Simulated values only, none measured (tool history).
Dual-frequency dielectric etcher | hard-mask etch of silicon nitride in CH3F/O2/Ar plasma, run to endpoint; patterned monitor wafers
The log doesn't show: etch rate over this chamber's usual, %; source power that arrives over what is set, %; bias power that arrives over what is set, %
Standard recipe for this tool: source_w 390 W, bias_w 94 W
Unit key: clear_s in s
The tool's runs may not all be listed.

run	hour	source_w	bias_w	wafers since the last listed run	hours since the last wet clean	hours since the last source power generator calibration	hours since the last bias power generator calibration	hours since the last upper electrode change	incoming incoming film thickness, nm	clear_s
1	0	390	105	0	374.2	4046.6	4672	3524.3	34.97	45.1
# hour 23.3: wet clean of the chamber
2	28.4	390	105	37	5.1	4075	4700.4	3552.7	35.03	42.9
3	69.7	330	87	309	46.4	4116.3	4741.7	3594	35.03	51.7
4	129.1	330	87	444	105.8	4175.7	4801.1	3653.4	34.9	51
5	165.8	390	77	274	142.5	4212.4	4837.8	3690.1	35.14	52.2
6	220.5	390	77	409	197.2	4267.1	4892.5	3744.8	35.35	53.5
7	274.3	340	94	402	251	4320.9	4946.3	3798.6	35.15	49.8
# hour 326.6: bias power generator calibrated
# hour 354.9: upper electrode replaced, of another model than before
8	355.4	340	94	397	332.1	4402	28.8	0.5	34.77	48.7
9	394.5	390	94	292	371.2	4441.1	67.9	39.6	35.25	47.5
10	457.9	390	94	474	434.6	4504.5	131.3	103	35.37	48.4
# hour 500.7: wet clean of the chamber
# hour 501.3: source power generator calibrated
11	512.4	320	72	223	11.7	11.1	185.8	157.5	34.96	63.9
12	569.3	480	94	425	68.6	68	242.7	214.4	35.2	44.8
13	619.5	420	88	375	118.8	118.2	292.9	264.6	34.97	48.9
14	651.7	300	80	241	151	150.4	325.1	296.8	35.24	58.8
15	703.7	300	94	389	203	202.4	377.1	348.8	35.24	50.6
16	733.1	450	107	220	232.4	231.8	406.5	378.2	35.23	41.6
17	764.5	440	94	235	263.8	263.2	437.9	409.6	34.99	46
18	828.7	390	94	480	328	327.4	502.1	473.8	34.97	47.9
19	887.5	320	72	440	386.8	386.2	560.9	532.6	35.43	66.5
20	923.5	390	94	269	422.8	422.2	596.9	568.6	34.95	48
# hour 953.7: wet clean of the chamber
21	995.4	390	73	358	41.7	494.1	668.8	640.5	35.2	60.4

For some of the steps in clear_s from one run to the next: how much would appear even if the tool had no hidden state, given the settings, what came in and random variation, and how much remains for the hidden state plus any gauge scatter that the measured result and the result without hidden state don't share?
Run 1 -> 2: wet clean of the chamber. clear_s -2.2 s: hidden state -1.8, all else -0.4.
Run 11 -> 12: source_w 320 -> 480, bias_w 72 -> 94. clear_s -19.1 s: hidden state +0.1, all else -19.2.
Run 18 -> 19: source_w 390 -> 320, bias_w 94 -> 72. clear_s +18.6 s: hidden state +0.9, all else +17.7.
Run 20 -> 21: bias_w 94 -> 73, wet clean of the chamber. clear_s +12.4 s: hidden state -1.7, all else +14.1.
